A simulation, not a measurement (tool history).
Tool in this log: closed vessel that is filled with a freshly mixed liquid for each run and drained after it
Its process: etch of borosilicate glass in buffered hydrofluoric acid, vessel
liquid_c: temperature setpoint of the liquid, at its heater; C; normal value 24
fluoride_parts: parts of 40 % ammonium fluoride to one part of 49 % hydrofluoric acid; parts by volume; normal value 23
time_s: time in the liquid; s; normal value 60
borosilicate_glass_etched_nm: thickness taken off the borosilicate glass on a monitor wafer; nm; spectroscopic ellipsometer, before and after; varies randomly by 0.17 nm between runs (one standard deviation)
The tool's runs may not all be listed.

run	hour	liquid_c	fluoride_parts	time_s	wafers since the last listed run	hours since the thermometer was replaced	hours since the hydrofluoric acid flow meter was replaced	hours since the gauge calibration	read-back film thickness of the borosilicate glass reference wafer, read on the same gauge (nm)	borosilicate_glass_etched_nm
1	0	24	17	60	0	1590.8	1791.6	172.2	79.96	40.41
2	11.6	24	17	60	843	1602.4	1803.2	183.8	80.02	40.59
3	20.8	24	17	60	669	1611.6	1812.4	193	79.97	40.24
4	31	24	20	60	741	1621.8	1822.6	203.2	80.02	34.31
5	48	24	20	60	1236	1638.8	1839.6	220.2	79.97	34.53
6	54	24	25.5	60	436	1644.8	1845.6	226.2	80.02	28.82
7	71.4	24	25.5	60	1265	1662.2	1863	243.6	80.01	28.92
8	84.9	24	25.5	60	981	1675.7	1876.5	257.1	79.98	28.78
# hour 93: thermometer replaced
9	99.3	24	23	60	974	6.3	1890.9	271.5	79.98	35.64
10	110	24	23	60	778	17	1901.6	282.2	79.98	35.62
11	124.2	24	23	55	1032	31.2	1915.8	296.4	79.99	32.65
12	140.7	24	23	60	1199	47.7	1932.3	312.9	79.97	35.36
13	147.3	21	16	90	479	54.3	1938.9	319.5	79.99	62.47
14	158.7	24	23	60	829	65.7	1950.3	330.9	79.98	35.55
# hour 166.1: hydrofluoric acid flow meter replaced
15	175	21.5	30	60	1112	82	8.9	347.2	80.01	25.7
16	183.5	24	23	45	618	90.5	17.4	355.7	80.01	26.35
17	200.5	22	18.5	60	1236	107.5	34.4	372.7	79.99	37.73
# hour 204.6: gauge calibrated
18	214.3	24	23	30	1003	121.3	48.2	9.7	80.02	17.57
19	232.2	28	19.5	35	1301	139.2	66.1	27.6	80	28.79
20	245.4	22	16	60	959	152.4	79.3	40.8	80.05	43.32
21	257.5	25.5	30	80	879	164.5	91.4	52.9	80	42.3
22	267.3	27	23	60	712	174.3	101.2	62.7	79.99	41.14
23	279.2	26	27.5	60	865	186.2	113.1	74.6	80.06	34.47

Below, each run's measurement less what the same run would have read without the hidden state. Both values contain the same run-to-run variation, but the gauge's scatter may not be the same in both:
The tool's hidden condition here consists of: liquid colder than its thermometer reads (K); hydrofluoric acid flow below the setpoint (%); gauge reads high (%).
run	borosilicate_glass_etched_nm
1	-5.85
2	-5.93
3	-5.91
4	-5.09
5	-5.18
6	-4.36
7	-4.41
8	-4.43
9	-0.14
10	-0.18
11	-0.2
12	-0.27
13	-0.52
14	-0.33
15	-0.27
16	-0.29
17	-0.47
18	-0.24
19	-0.42
20	-0.71
21	-0.74
22	-0.73
23	-0.65
